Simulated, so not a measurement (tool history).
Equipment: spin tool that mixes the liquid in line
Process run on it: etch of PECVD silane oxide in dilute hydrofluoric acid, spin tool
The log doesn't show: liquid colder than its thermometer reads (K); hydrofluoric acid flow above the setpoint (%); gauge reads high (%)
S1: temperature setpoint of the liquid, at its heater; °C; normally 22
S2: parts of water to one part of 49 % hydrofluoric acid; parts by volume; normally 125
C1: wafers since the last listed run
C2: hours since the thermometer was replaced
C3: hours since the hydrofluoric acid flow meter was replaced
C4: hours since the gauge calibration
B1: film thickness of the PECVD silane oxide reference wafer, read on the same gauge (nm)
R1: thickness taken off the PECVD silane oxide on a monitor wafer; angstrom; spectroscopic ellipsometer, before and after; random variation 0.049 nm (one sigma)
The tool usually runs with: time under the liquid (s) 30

run 1 hour=0 | S1=25.5 S2=125 time_under_the_liquid_(s)=30 | C1=0 C2=192 C3=1204.9 C4=292.4 | B1=130.01 | R1=116
run 2 hour=126.1 | S1=25.5 S2=125 time_under_the_liquid_(s)=30 | C1=2495 C2=318.1 C3=1331 C4=418.5 | B1=130.02 | R1=115
run 3 hour=169.7 | S1=22 S2=125 time_under_the_liquid_(s)=30 | C1=862 C2=361.7 C3=1374.6 C4=462.1 | B1=130.02 | R1=100.8
run 4 hour=207.8 | S1=22 S2=125 time_under_the_liquid_(s)=30 | C1=754 C2=399.8 C3=1412.7 C4=500.2 | B1=130 | R1=100.9
run 5 hour=233.4 | S1=22 S2=125 time_under_the_liquid_(s)=30 | C1=506 C2=425.4 C3=1438.3 C4=525.8 | B1=130 | R1=101.1
run 6 hour=291.8 | S1=20.5 S2=125 time_under_the_liquid_(s)=30 | C1=1155 C2=483.8 C3=1496.7 C4=584.2 | B1=130.01 | R1=94.8
run 7 hour=337.9 | S1=20.5 S2=125 time_under_the_liquid_(s)=30 | C1=912 C2=529.9 C3=1542.8 C4=630.3 | B1=129.99 | R1=96
run 8 hour=474.4 | S1=22 S2=125 time_under_the_liquid_(s)=30 | C1=2701 C2=666.4 C3=1679.3 C4=766.8 | B1=130 | R1=100.5
run 9 hour=623 | S1=22 S2=125 time_under_the_liquid_(s)=30 | C1=2940 C2=815 C3=1827.9 C4=915.4 | B1=129.98 | R1=100.8
run 10 hour=653.7 | S1=22 S2=125 time_under_the_liquid_(s)=30 | C1=607 C2=845.7 C3=1858.6 C4=946.1 | B1=130 | R1=100.7
run 11 hour=715 | S1=22 S2=125 time_under_the_liquid_(s)=30 | C1=1213 C2=907 C3=1919.9 C4=1007.4 | B1=129.99 | R1=100.8
run 12 hour=747.1 | S1=22 S2=125 time_under_the_liquid_(s)=30 | C1=635 C2=939.1 C3=1952 C4=1039.5 | B1=130.01 | R1=100.5
run 13 hour=792.4 | S1=22 S2=125 time_under_the_liquid_(s)=30 | C1=896 C2=984.4 C3=1997.3 C4=1084.8 | B1=129.97 | R1=100.4
run 14 hour=947.7 | S1=22 S2=125 time_under_the_liquid_(s)=30 | C1=3073 C2=1139.7 C3=2152.6 C4=1240.1 | B1=130 | R1=100.4
run 15 hour=982.8 | S1=22 S2=125 time_under_the_liquid_(s)=30 | C1=694 C2=1174.8 C3=2187.7 C4=1275.2 | B1=130 | R1=100.6
run 16 hour=1018.3 | S1=22 S2=125 time_under_the_liquid_(s)=30 | C1=702 C2=1210.3 C3=2223.2 C4=1310.7 | B1=130.01 | R1=102
run 17 hour=1087.8 | S1=22 S2=125 time_under_the_liquid_(s)=20 | C1=1375 C2=1279.8 C3=2292.7 C4=1380.2 | B1=129.99 | R1=67.3
-- hour=1137.7 hydrofluoric acid flow meter replaced
run 18 hour=1139.1 | S1=22 S2=125 time_under_the_liquid_(s)=15 | C1=995 C2=1331.1 C3=1.4 C4=1431.5 | B1=130.01 | R1=50.8
-- hour=1178.7 gauge calibrated
run 19 hour=1202.5 | S1=22 S2=80 time_under_the_liquid_(s)=30 | C1=1254 C2=1394.5 C3=64.8 C4=23.8 | B1=129.99 | R1=165.9
-- hour=1211.1 thermometer replaced
run 20 hour=1254 | S1=22 S2=125 time_under_the_liquid_(s)=30 | C1=999 C2=42.9 C3=116.3 C4=75.3 | B1=129.98 | R1=101.4
run 21 hour=1314.3 | S1=18 S2=125 time_under_the_liquid_(s)=45 | C1=1193 C2=103.2 C3=176.6 C4=135.6 | B1=130 | R1=128.7
run 22 hour=1372.7 | S1=22 S2=125 time_under_the_liquid_(s)=30 | C1=1155 C2=161.6 C3=235 C4=194 | B1=130.01 | R1=100.3
run 23 hour=1568.3 | S1=24.5 S2=170 time_under_the_liquid_(s)=40 | C1=3870 C2=357.2 C3=430.6 C4=389.6 | B1=129.99 | R1=103.6
run 24 hour=1595.6 | S1=22 S2=110 time_under_the_liquid_(s)=30 | C1=540 C2=384.5 C3=457.9 C4=416.9 | B1=130.01 | R1=116.1
run 25 hour=1663.7 | S1=17.5 S2=125 time_under_the_liquid_(s)=25 | C1=1347 C2=452.6 C3=526 C4=485 | B1=130 | R1=69.9
run 26 hour=1732.9 | S1=19 S2=180 time_under_the_liquid_(s)=20 | C1=1369 C2=521.8 C3=595.2 C4=554.2 | B1=130 | R1=39.2
run 27 hour=1804.2 | S1=19 S2=125 time_under_the_liquid_(s)=15 | C1=1411 C2=593.1 C3=666.5 C4=625.5 | B1=130.03 | R1=44.9
run 28 hour=1850.6 | S1=22 S2=125 time_under_the_liquid_(s)=30 | C1=918 C2=639.5 C3=712.9 C4=671.9 | B1=129.99 | R1=101.5
run 29 hour=1912.1 | S1=20.5 S2=155 time_under_the_liquid_(s)=50 | C1=1217 C2=701 C3=774.4 C4=733.4 | B1=129.99 | R1=122.3
run 30 hour=1979.8 | S1=22 S2=95 time_under_the_liquid_(s)=20 | C1=1339 C2=768.7 C3=842.1 C4=801.1 | B1=129.99 | R1=91.9
run 31 hour=2019.5 | S1=22 S2=125 time_under_the_liquid_(s)=30 | C1=785 C2=808.4 C3=881.8 C4=840.8 | B1=130 | R1=100.9
run 32 hour=2089.4 | S1=24.5 S2=175 time_under_the_liquid_(s)=30 | C1=1383 C2=878.3 C3=951.7 C4=910.7 | B1=130 | R1=75.3
run 33 hour=2124.5 | S1=17.5 S2=80 time_under_the_liquid_(s)=20 | C1=694 C2=913.4 C3=986.8 C4=945.8 | B1=130.01 | R1=91.9
run 34 hour=2177.9 | S1=22 S2=125 time_under_the_liquid_(s)=30 | C1=1056 C2=966.8 C3=1040.2 C4=999.2 | B1=129.98 | R1=100.5

Each row is a separate what-if for the run after 34, all from the same tool condition, not one after another. Results?
run A hour=2178.3 | S1=22 S2=125 time_under_the_liquid_(s)=30 | C1=7 C2=967.2 C3=1040.6 C4=999.6 | B1=? | R1=?
run B hour=2178.3 | S1=18 S2=80 time_under_the_liquid_(s)=20 | C1=7 C2=967.2 C3=1040.6 C4=999.6 | B1=? | R1=?
run C hour=2178.3 | S1=25 S2=155 time_under_the_liquid_(s)=15 | C1=7 C2=967.2 C3=1040.6 C4=999.6 | B1=? | R1=?

run=A B1=130 R1=101.4
run=B B1=130 R1=94.2
run=C B1=130 R1=44.4
Had the tool no hidden state, the same runs would have come out as:
run=A R1=101.4
run=B R1=94.2
run=C R1=44.4
